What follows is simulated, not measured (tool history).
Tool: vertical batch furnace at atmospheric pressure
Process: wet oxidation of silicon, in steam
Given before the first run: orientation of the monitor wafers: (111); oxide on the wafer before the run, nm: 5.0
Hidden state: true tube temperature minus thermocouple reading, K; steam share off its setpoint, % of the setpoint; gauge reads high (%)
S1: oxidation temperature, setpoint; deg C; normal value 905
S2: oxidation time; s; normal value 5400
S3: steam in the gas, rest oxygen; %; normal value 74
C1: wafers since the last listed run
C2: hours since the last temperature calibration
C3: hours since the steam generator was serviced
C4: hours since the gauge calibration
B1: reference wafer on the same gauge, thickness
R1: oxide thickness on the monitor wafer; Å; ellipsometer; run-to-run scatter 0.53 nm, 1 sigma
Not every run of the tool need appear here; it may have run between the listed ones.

run,hour,S1,S2,S3,C1,C2,C3,C4,B1,R1
1,0.0,905,5400,74,0,3637.7,3608.8,48.4,231.02,2512.5
2,14.7,905,5400,74,128,3652.4,3623.5,63.1,230.93,2522.3
3,30.1,905,5400,74,135,3667.8,3638.9,78.5,231.16,2517.3
4,42.7,905,5400,74,110,3680.4,3651.5,91.1,230.97,2518.0
5,53.1,905,5400,74,91,3690.8,3661.9,101.5,230.97,2512.7
6,61.7,905,5400,74,75,3699.4,3670.5,110.1,231.10,2518.9
7,70.8,905,5400,74,79,3708.5,3679.6,119.2,230.97,2505.8
8,86.6,905,7470,74,138,3724.3,3695.4,135.0,231.10,3211.6
9,121.3,905,7470,74,304,3759.0,3730.1,169.7,230.90,3214.7
10,134.6,905,5400,74,116,3772.3,3743.4,183.0,231.19,2509.8
11,153.3,905,5400,74,163,3791.0,3762.1,201.7,230.99,2503.1
12,172.7,912,5400,82,170,3810.4,3781.5,221.1,230.99,2898.4
13,191.2,912,5400,82,162,3828.9,3800.0,239.6,231.01,2892.5
14,248.9,912,5400,82,505,3886.6,3857.7,297.3,230.90,2899.7
15,257.9,905,5400,74,78,3895.6,3866.7,306.3,230.95,2498.2
16,268.9,905,5400,74,96,3906.6,3877.7,317.3,231.16,2497.0
17,288.1,905,5400,74,168,3925.8,3896.9,336.5,230.99,2490.7
18,302.2,905,4410,67,123,3939.9,3911.0,350.6,230.98,1955.5
# hour 331.0: steam generator serviced
# hour 333.6: thermocouples replaced and temperature profile calibrated
19,334.1,919,5400,74,45,0.5,3.1,382.5,230.92,3063.5
20,338.8,895,5400,74,41,5.2,7.8,387.2,231.20,2415.7
21,343.4,892,7080,74,40,9.8,12.4,391.8,230.97,2889.8
22,348.0,905,5400,74,40,14.4,17.0,396.4,231.09,2696.2
23,356.6,905,6510,69,75,23.0,25.6,405.0,230.93,2945.0
24,365.6,930,2850,79,78,32.0,34.6,414.0,231.06,2204.1
# hour 366.3: gauge calibrated
25,379.7,905,5400,74,123,46.1,48.7,13.4,230.96,2695.4
26,437.5,905,7410,70,506,103.9,106.5,71.2,231.11,3287.3
27,455.4,905,5400,74,156,121.8,124.4,89.1,231.11,2684.3
28,472.2,916,7140,74,147,138.6,141.2,105.9,230.89,3660.9
29,483.9,905,5400,74,102,150.3,152.9,117.6,231.06,2702.2
30,513.4,905,5400,67,258,179.8,182.4,147.1,230.86,2497.8
31,528.9,905,6840,74,135,195.3,197.9,162.6,230.90,3228.8
32,547.8,916,5400,74,165,214.2,216.8,181.5,230.96,3001.1

Forecast each of these 5 alternatives for the next run:
A,552.5,905,4140,74,41,218.9,221.5,186.2,?,?
B,552.5,885,7800,78,41,218.9,221.5,186.2,?,?
C,552.5,927,8070,66,41,218.9,221.5,186.2,?,?
D,552.5,905,4710,70,41,218.9,221.5,186.2,?,?
E,552.5,905,7680,81,41,218.9,221.5,186.2,?,?

run,B1,R1
A,230.92,2193.7
B,230.92,2990.0
C,230.92,4023.9
D,230.92,2323.6
E,230.92,3751.1
Without the tool's hidden state the same runs would have given:
run,R1
A,2197.6
B,2995.2
C,4030.2
D,2327.7
E,3757.2
